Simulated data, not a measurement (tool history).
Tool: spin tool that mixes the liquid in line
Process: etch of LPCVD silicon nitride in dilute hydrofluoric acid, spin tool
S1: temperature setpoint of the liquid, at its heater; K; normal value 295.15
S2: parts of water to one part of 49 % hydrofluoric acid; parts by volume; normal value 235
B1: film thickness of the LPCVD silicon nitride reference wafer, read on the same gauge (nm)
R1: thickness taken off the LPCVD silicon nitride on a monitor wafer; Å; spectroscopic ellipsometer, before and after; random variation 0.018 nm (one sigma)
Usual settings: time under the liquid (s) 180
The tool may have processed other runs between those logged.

run 1 hour=0 | S1=295.15 S2=265 time_under_the_liquid_(s)=180 | B1=120.005 | R1=2.66
run 2 hour=30.1 | S1=295.15 S2=235 time_under_the_liquid_(s)=180 | B1=119.982 | R1=3.12
-- hour=103.7 hydrofluoric acid flow meter replaced
run 3 hour=105.6 | S1=295.15 S2=235 time_under_the_liquid_(s)=180 | B1=120.008 | R1=2.71
run 4 hour=134.1 | S1=295.15 S2=235 time_under_the_liquid_(s)=180 | B1=119.975 | R1=2.98
-- hour=151.2 thermometer replaced
-- hour=195.4 gauge calibrated
run 5 hour=201.3 | S1=293.15 S2=330 time_under_the_liquid_(s)=180 | B1=120.013 | R1=1.84
run 6 hour=262.6 | S1=295.15 S2=235 time_under_the_liquid_(s)=180 | B1=119.999 | R1=3.27
run 7 hour=320.5 | S1=295.15 S2=185 time_under_the_liquid_(s)=255 | B1=120.004 | R1=5.14
run 8 hour=375.7 | S1=295.15 S2=235 time_under_the_liquid_(s)=180 | B1=120.032 | R1=3.2
run 9 hour=416.9 | S1=295.15 S2=235 time_under_the_liquid_(s)=180 | B1=119.998 | R1=2.81
-- hour=618.6 hydrofluoric acid flow meter replaced
run 10 hour=625.3 | S1=296.65 S2=195 time_under_the_liquid_(s)=145 | B1=119.975 | R1=3.47
run 11 hour=681.9 | S1=295.15 S2=235 time_under_the_liquid_(s)=180 | B1=120.007 | R1=3.03
run 12 hour=752.7 | S1=295.15 S2=235 time_under_the_liquid_(s)=180 | B1=120.013 | R1=3.16
run 13 hour=803.1 | S1=295.15 S2=180 time_under_the_liquid_(s)=255 | B1=120.002 | R1=5.08
run 14 hour=834.6 | S1=291.65 S2=235 time_under_the_liquid_(s)=180 | B1=120.019 | R1=2.43
run 15 hour=904.1 | S1=292.65 S2=235 time_under_the_liquid_(s)=180 | B1=119.985 | R1=2.48
run 16 hour=943.3 | S1=295.15 S2=235 time_under_the_liquid_(s)=180 | B1=120.025 | R1=3.19
run 17 hour=1000.6 | S1=300.15 S2=155 time_under_the_liquid_(s)=250 | B1=119.989 | R1=9.13
run 18 hour=1029.3 | S1=297.15 S2=235 time_under_the_liquid_(s)=180 | B1=119.995 | R1=3.5
-- hour=1033.6 thermometer replaced
run 19 hour=1095.5 | S1=291.15 S2=235 time_under_the_liquid_(s)=180 | B1=119.994 | R1=2.46
run 20 hour=1127.2 | S1=295.15 S2=265 time_under_the_liquid_(s)=180 | B1=119.963 | R1=2.71
-- hour=1187.9 hydrofluoric acid flow meter replaced
run 21 hour=1198.2 | S1=295.15 S2=235 time_under_the_liquid_(s)=180 | B1=119.977 | R1=2.93
run 22 hour=1228.9 | S1=290.15 S2=300 time_under_the_liquid_(s)=180 | B1=120.007 | R1=1.57
run 23 hour=1292.4 | S1=291.15 S2=120 time_under_the_liquid_(s)=180 | B1=119.981 | R1=4.14
run 24 hour=1321.1 | S1=295.15 S2=235 time_under_the_liquid_(s)=180 | B1=120.009 | R1=2.92
run 25 hour=1363.4 | S1=295.15 S2=235 time_under_the_liquid_(s)=250 | B1=120.018 | R1=3.79
run 26 hour=1404.6 | S1=293.15 S2=235 time_under_the_liquid_(s)=125 | B1=119.98 | R1=1.82
run 27 hour=1476.4 | S1=291.15 S2=235 time_under_the_liquid_(s)=215 | B1=120.039 | R1=2.78
run 28 hour=1512.6 | S1=295.15 S2=330 time_under_the_liquid_(s)=275 | B1=119.986 | R1=3.17
run 29 hour=1556.8 | S1=291.15 S2=235 time_under_the_liquid_(s)=215 | B1=119.996 | R1=2.64
run 30 hour=1594 | S1=291.15 S2=120 time_under_the_liquid_(s)=285 | B1=119.997 | R1=7.51
run 31 hour=1636.1 | S1=295.15 S2=235 time_under_the_liquid_(s)=180 | B1=119.965 | R1=3.4
-- hour=1724.8 hydrofluoric acid flow meter replaced
run 32 hour=1757.3 | S1=292.15 S2=235 time_under_the_liquid_(s)=280 | B1=120.023 | R1=3.4

Alternative continuations, all from the tool just after run 32; predict every row:
run A hour=1757.8 | S1=295.15 S2=235 time_under_the_liquid_(s)=90 | B1=? | R1=?
run B hour=1757.8 | S1=295.15 S2=115 time_under_the_liquid_(s)=180 | B1=? | R1=?
run C hour=1757.8 | S1=295.15 S2=355 time_under_the_liquid_(s)=125 | B1=? | R1=?
run D hour=1757.8 | S1=296.65 S2=235 time_under_the_liquid_(s)=70 | B1=? | R1=?

run=A B1=119.995 R1=1.51
run=B B1=119.995 R1=6.07
run=C B1=119.995 R1=1.4
run=D B1=119.995 R1=1.29
Stripped of hidden state, with their random variation kept, the same runs would have yielded:
run=A R1=1.51
run=B R1=6.07
run=C R1=1.4
run=D R1=1.29
